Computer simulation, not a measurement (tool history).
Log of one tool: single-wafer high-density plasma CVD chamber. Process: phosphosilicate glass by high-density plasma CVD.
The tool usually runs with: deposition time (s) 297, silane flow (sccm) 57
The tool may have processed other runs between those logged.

| run | day | deposition time (s) | silane flow (sccm) | read-back reference wafer on the same gauge, thickness_nm | mean film thickness on the monitor wafer (nm) |
|---|---|---|---|---|---|
| 1 | 0.000 | 297 | 57 | 2023.527 | 1697.464 |
| 2 | 1.758 | 297 | 57 | 2021.103 | 1701.795 |
| 3 | 3.317 | 297 | 57 | 2029.858 | 1696.670 |
| 4 | 4.425 | 297 | 57 | 2028.636 | 1711.186 |
| 5 | 6.558 | 297 | 57 | 2035.580 | 1698.035 |
| 6 | 9.158 | 297 | 65 | 2042.057 | 1941.674 |
| 7 | 10.567 | 329 | 57 | 2046.579 | 1895.405 |
| 8 | 12.396 | 329 | 57 | 2051.592 | 1898.249 |
| 9 | 13.733 | 329 | 57 | 2053.478 | 1918.563 |
| 10 | 14.867 | 297 | 52 | 2059.095 | 1571.499 |
| 11 | 16.650 | 275 | 68 | 2063.863 | 1914.812 |
|  | 18.483 | gauge calibrated |
|  | 19.054 | silane flow controller replaced |
| 12 | 20.512 | 297 | 68 | 1994.173 | 2012.591 |
| 13 | 23.375 | 274 | 67 | 1994.463 | 1819.648 |
| 14 | 25.838 | 354 | 52 | 1996.065 | 1819.714 |
| 15 | 28.575 | 324 | 52 | 2000.454 | 1675.716 |
| 16 | 29.729 | 274 | 67 | 1997.859 | 1824.419 |
| 17 | 31.362 | 341 | 63 | 2003.192 | 2137.866 |
| 18 | 32.375 | 240 | 48 | 2001.947 | 1140.233 |
| 19 | 34.996 | 239 | 66 | 2007.474 | 1553.893 |
| 20 | 41.817 | 328 | 66 | 2015.600 | 2134.100 |
| 21 | 44.400 | 297 | 57 | 2022.499 | 1699.778 |

3 options for the next run, each taken on its own from the tool as it stands now. Forecast them:
| A | 44.421 | 297 | 62 | ? | ? |
| B | 44.421 | 264 | 51 | ? | ? |
| C | 44.421 | 297 | 46 | ? | ? |

| run | read-back reference wafer on the same gauge, thickness_nm | mean film thickness on the monitor wafer (nm) |
|---|---|---|
| A | 2022.779 | 1849.431 |
| B | 2022.779 | 1352.272 |
| C | 2022.779 | 1372.158 |
Had the tool no hidden state, the same runs would have come out as:
| run | mean film thickness on the monitor wafer (nm) |
|---|---|
| A | 1829.510 |
| B | 1337.706 |
| C | 1357.379 |
